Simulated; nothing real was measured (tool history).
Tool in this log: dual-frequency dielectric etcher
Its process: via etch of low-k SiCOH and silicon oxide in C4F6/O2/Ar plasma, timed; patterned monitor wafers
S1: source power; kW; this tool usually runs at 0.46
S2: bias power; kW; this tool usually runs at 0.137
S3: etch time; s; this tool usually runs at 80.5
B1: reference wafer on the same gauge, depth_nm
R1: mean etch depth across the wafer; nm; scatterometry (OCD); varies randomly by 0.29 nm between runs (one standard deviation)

run   hour    S1     S2    S3     B1     R1
  1      0  0.46  0.137  80.5    214  194.8
  2   31.8  0.46  0.137  80.5    214  194.6
  3     54   0.4  0.137  80.5    214  187.8
        63  -- bias power generator calibrated
      94.2  -- upper electrode replaced
  4   94.7   0.4  0.137  80.5    214  186.7
  5  107.3   0.5  0.137  80.5    214  199.4
  6  136.9   0.5  0.137  80.5    214  199.7
  7  169.7  0.46  0.137  80.5    214    194
  8  196.2  0.46  0.137  80.5  214.1    194
  9  226.2  0.46  0.137  80.5  213.9  194.8
 10  250.1  0.53   0.17    73  213.9  199.4
 11  332.6  0.38  0.109    61    214  126.8
     364.9  -- gauge calibrated
     382.2  -- wet clean of the chamber
 12  382.7  0.53  0.112  69.5    214  162.8
 13  387.9  0.36  0.148    91    214  212.1
 14  408.7  0.46  0.125  80.5    214  188.5
 15  433.3  0.46  0.137  80.5    214  194.8
 16  452.4  0.41  0.148  61.5    214  148.6
 17  480.2  0.46  0.152  80.5    214  203.2
 18  506.9  0.38  0.137  80.5    214    185
 19  528.1  0.54  0.171  99.5    214  275.6
 20  547.5  0.46  0.137  80.5    214  195.2
 21  563.8  0.46  0.137    69    214  167.3

For run 22, what comes out?
 22  593.6  0.46  0.114  80.5   ?   ?

B1: 214
R1: 181.3 nm
If the tool had no hidden condition, the same run with the same run-to-run variation would have returned R1 181.8 nm.
